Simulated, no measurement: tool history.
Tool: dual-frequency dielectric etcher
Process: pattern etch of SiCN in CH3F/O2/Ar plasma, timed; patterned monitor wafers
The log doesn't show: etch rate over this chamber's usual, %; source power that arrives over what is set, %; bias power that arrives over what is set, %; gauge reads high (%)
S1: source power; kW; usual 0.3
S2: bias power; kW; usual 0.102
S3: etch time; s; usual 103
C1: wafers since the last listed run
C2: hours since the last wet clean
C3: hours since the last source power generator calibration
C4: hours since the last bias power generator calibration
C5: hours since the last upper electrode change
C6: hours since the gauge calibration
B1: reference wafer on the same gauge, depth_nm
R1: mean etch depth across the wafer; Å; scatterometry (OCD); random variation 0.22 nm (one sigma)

run,hour,S1,S2,S3,C1,C2,C3,C4,C5,C6,B1,R1
1,0,0.3,0.11,103,0,89.1,1383.2,987.5,3193.5,71.7,46.22,435.6
2,76.4,0.3,0.102,103,878,165.5,1459.6,1063.9,3269.9,148.1,46.06,425.4
3,148.8,0.3,0.102,103,832,237.9,1532,1136.3,3342.3,220.5,46.14,421.3
4,196,0.3,0.102,103,542,285.1,1579.2,1183.5,3389.5,267.7,46.13,423.7
# hour 254.5: wet clean of the chamber
5,298.2,0.3,0.102,103,899,43.7,1681.4,1285.7,3491.7,369.9,46.08,422.5
6,358.3,0.3,0.102,117.5,691,103.8,1741.5,1345.8,3551.8,430,46.09,478
7,405.4,0.3,0.102,117.5,541,150.9,1788.6,1392.9,3598.9,477.1,46.2,477.6
# hour 481: upper electrode replaced
8,481.5,0.3,0.102,117.5,599,227,1864.7,1469,0.5,553.2,46.08,484.5
9,518.6,0.25,0.102,103,426,264.1,1901.8,1506.1,37.6,590.3,46.09,379.4
10,586.7,0.25,0.102,103,783,332.2,1969.9,1574.2,105.7,658.4,46.11,377
# hour 669.2: wet clean of the chamber
11,669.7,0.3,0.102,87,678,0.5,2052.9,1657.2,188.7,741.4,46.1,357.5
12,732.1,0.28,0.102,94.5,717,62.9,2115.3,1719.6,251.1,803.8,46.07,371.6
# hour 800.6: source power generator calibrated
13,819.9,0.35,0.079,111.5,963,150.7,19.3,1807.4,338.9,891.6,46.07,431.7
14,926.1,0.3,0.102,103,1221,256.9,125.5,1913.6,445.1,997.8,46.07,420.6
# hour 1016.9: wet clean of the chamber
15,1017.4,0.25,0.102,103,773,0.5,216.8,2004.9,536.4,1089.1,46.15,377.1
# hour 1048.2: gauge calibrated
16,1060.9,0.3,0.102,103,500,44,260.3,2048.4,579.9,12.7,46.12,421.4
# hour 1073.8: bias power generator calibrated
17,1125.3,0.35,0.117,103,694,108.4,324.7,51.5,644.3,77.1,46.17,494.1
18,1196.7,0.3,0.102,103,821,179.8,396.1,122.9,715.7,148.5,46.09,424.2
19,1258.9,0.3,0.114,103,715,242,458.3,185.1,777.9,210.7,46.12,445.4
20,1294.9,0.3,0.102,103,413,278,494.3,221.1,813.9,246.7,46,426.1
21,1352.2,0.27,0.127,114,658,335.3,551.6,278.4,871.2,304,46.07,494.2
# hour 1393.8: wet clean of the chamber
22,1440.2,0.36,0.09,89.5,735,46.4,639.6,366.4,959.2,392,46.1,379.2
23,1493,0.36,0.102,103,607,99.2,692.4,419.2,1012,444.8,46.01,466.7

The tool's hidden state at each run:
etch rate over this chamber's usual, %: 0 in every run
source power that arrives over what is set, %: 0 in every run
bias power that arrives over what is set, %: 0 in every run
gauge reads high (%): 0 in every run
